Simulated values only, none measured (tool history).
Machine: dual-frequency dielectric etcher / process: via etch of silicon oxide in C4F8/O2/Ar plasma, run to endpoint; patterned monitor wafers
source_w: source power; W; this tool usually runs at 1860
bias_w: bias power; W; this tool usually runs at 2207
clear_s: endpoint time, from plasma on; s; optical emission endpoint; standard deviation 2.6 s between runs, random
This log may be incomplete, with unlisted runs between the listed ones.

run    hour  source_w  bias_w  wafers since the last listed run  hours since the last wet clean  hours since the last source power generator calibration  hours since the last bias power generator calibration  hours since the last upper electrode change  incoming incoming film thickness, nm  clear_s
  1     0.0      1610    1898                                 0                           347.1                                                   1848.9                                                 1138.1                                       1896.5                                1574.9    350.5
  2    85.7      1860    2320                               348                           432.8                                                   1934.6                                                 1223.8                                       1982.2                                1563.8    307.3
      148.5  -- wet clean of the chamber
  3   149.0      1860    2207                               159                             0.5                                                   1997.9                                                 1287.1                                       2045.5                                1560.6    325.8
  4   200.1      1860    2207                               207                            51.6                                                   2049.0                                                 1338.2                                       2096.6                                1567.2    326.7
  5   265.0      1580    2207                               264                           116.5                                                   2113.9                                                 1403.1                                       2161.5                                1575.4    352.0
  6   369.8      1580    2207                               426                           221.3                                                   2218.7                                                 1507.9                                       2266.3                                1571.8    350.7
  7   428.0      1860    2207                               236                           279.5                                                   2276.9                                                 1566.1                                       2324.5                                1594.2    322.5
  8   488.7      1860    2207                               247                           340.2                                                   2337.6                                                 1626.8                                       2385.2                                1583.0    317.7
  9   596.0      1860    2207                               436                           447.5                                                   2444.9                                                 1734.1                                       2492.5                                1571.9    313.5
      620.9  -- wet clean of the chamber
 10   690.2      2200    2207                               285                            69.3                                                   2539.1                                                 1828.3                                       2586.7                                1595.5    308.8
 11   758.4      2200    2207                               277                           137.5                                                   2607.3                                                 1896.5                                       2654.9                                1590.2    301.1
 12   842.2      1860    2207                               341                           221.3                                                   2691.1                                                 1980.3                                       2738.7                                1572.0    312.3
 13   919.5      1860    2207                               314                           298.6                                                   2768.4                                                 2057.6                                       2816.0                                1562.6    314.0
 14  1000.9      1860    2207                               331                           380.0                                                   2849.8                                                 2139.0                                       2897.4                                1579.8    315.0
     1045.1  -- wet clean of the chamber
 15  1045.6      1740    1853                                84                             0.5                                                   2894.5                                                 2183.7                                       2942.1                                1560.7    346.9
 16  1094.4      1510    2424                               198                            49.3                                                   2943.3                                                 2232.5                                       2990.9                                1584.6    356.9
 17  1140.8      1860    2207                               188                            95.7                                                   2989.7                                                 2278.9                                       3037.3                                1576.4    325.8
 18  1228.2      2190    2695                               355                           183.1                                                   3077.1                                                 2366.3                                       3124.7                                1574.3    285.4
 19  1335.3      1860    2034                               435                           290.2                                                   3184.2                                                 2473.4                                       3231.8                                1575.0    322.2
 20  1401.1      2250    2407                               267                           356.0                                                   3250.0                                                 2539.2                                       3297.6                                1576.1    285.1
     1500.1  -- wet clean of the chamber
 21  1685.6      1860    2207                              1060                           185.5                                                   3534.5                                                 2823.7                                       3582.1                                1594.2    320.7
     1736.2  -- source power generator calibrated
 22  1775.8      1600    1662                               350                           275.7                                                     39.6                                                 2913.9                                       3672.3                                1562.9    357.6
     1821.7  -- upper electrode replaced, of another model than before
     1861.7  -- bias power generator calibrated
 23  1880.8      1860    1989                               313                           380.7                                                    144.6                                                   19.1                                         59.1                                1569.1    314.4
     1947.4  -- wet clean of the chamber
 24  1947.9      2060    1983                               175                             0.5                                                    211.7                                                   86.2                                        126.2                                1571.6    309.7
 25  1985.7      1500    2207                               153                            38.3                                                    249.5                                                  124.0                                        164.0                                1582.0    407.2
 26  2025.8      1510    2207                               163                            78.4                                                    289.6                                                  164.1                                        204.1                                1585.4    406.4
 27  2094.0      1860    2207                               277                           146.6                                                    357.8                                                  232.3                                        272.3                                1578.9    319.8
 28  2354.2      1590    2043                              1059                           406.8                                                    618.0                                                  492.5                                        532.5                                1572.0    368.2
     2410.3  -- wet clean of the chamber
 29  2454.9      2260    1667                               312                            44.6                                                    718.7                                                  593.2                                        633.2                                1576.2    291.0

List, for all runs, the conditions of the tool that the log does not record:
source power that arrives over what is set, %: 0 across all the runs
bias power that arrives over what is set, %: 0 across all the runs
H1: etch rate over this chamber's usual, %
run      H1
  1    4.05
  2    4.98
  3  -0.382
  4    0.17
  5    0.87
  6       2
  7    2.63
  8    3.29
  9    4.44
 10    1.33
 11    2.07
 12    2.97
 13    3.81
 14    4.69
 15  -0.364
 16   0.163
 17   0.664
 18    1.61
 19    2.76
 20    3.47
 21     2.8
 22    3.77
 23    4.91
 24   0.496
 25   0.904
 26    1.34
 27    2.07
 28    4.88
 29  -0.113
